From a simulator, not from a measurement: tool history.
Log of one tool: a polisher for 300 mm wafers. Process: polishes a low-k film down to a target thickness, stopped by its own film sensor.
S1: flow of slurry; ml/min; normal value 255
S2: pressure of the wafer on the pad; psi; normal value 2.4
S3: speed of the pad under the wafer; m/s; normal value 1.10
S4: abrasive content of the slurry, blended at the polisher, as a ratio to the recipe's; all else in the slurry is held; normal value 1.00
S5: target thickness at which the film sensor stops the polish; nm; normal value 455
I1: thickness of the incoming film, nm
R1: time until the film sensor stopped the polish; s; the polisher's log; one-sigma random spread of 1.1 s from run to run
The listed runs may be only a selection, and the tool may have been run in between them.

run	hour	S1	S2	S3	S4	S5	I1	R1
1	0.0	255	2.4	1.10	1.20	455	505.1	75.8
# hour 76.8: worn pad replaced by a new one
# hour 95.2: conditioning disc replaced and pad reconditioned
# hour 98.6: slurry blender recalibrated
2	206.0	255	2.4	1.10	0.90	455	506.7	92.5
3	240.1	255	2.4	1.10	0.90	455	509.1	95.8
4	275.7	255	2.4	1.10	0.90	455	512.3	103.0
# hour 285.6: worn pad replaced by a new one
5	337.4	255	2.4	1.02	1.00	455	510.7	102.3
# hour 346.3: slurry blender recalibrated
6	390.5	255	2.4	1.02	1.00	455	516.3	109.8
7	452.9	255	2.0	1.10	1.00	455	516.6	122.1
# hour 495.6: worn pad replaced by a new one
8	505.9	255	2.0	1.10	1.00	455	516.6	124.0
# hour 551.8: slurry nozzle cleaned
# hour 593.9: slurry blender recalibrated
9	688.6	255	1.9	1.10	1.00	455	507.2	105.2
# hour 709.2: head pressure recalibrated
# hour 724.7: worn pad replaced by a new one
10	725.2	255	2.4	1.10	1.00	455	520.2	107.1
# hour 736.0: conditioning disc replaced and pad reconditioned
11	776.5	340	2.4	1.10	1.20	472	503.2	46.5
12	808.9	255	2.4	1.10	1.25	440	519.7	123.3
# hour 828.6: slurry blender recalibrated
13	876.6	255	1.8	1.10	1.00	455	519.0	138.3
14	902.5	255	2.4	0.72	0.75	455	511.5	151.5
# hour 916.6: worn pad replaced by a new one
15	946.8	300	2.6	1.28	1.00	465	511.9	67.4

Run 16 has not been measured yet. What should we expect?
16	998.5	225	3.1	0.92	1.00	455	510.7	?

{"run 16": {"R1": 87.7}}
The same run, on a tool lacking any hidden state, would have yielded R1 82.0 s.
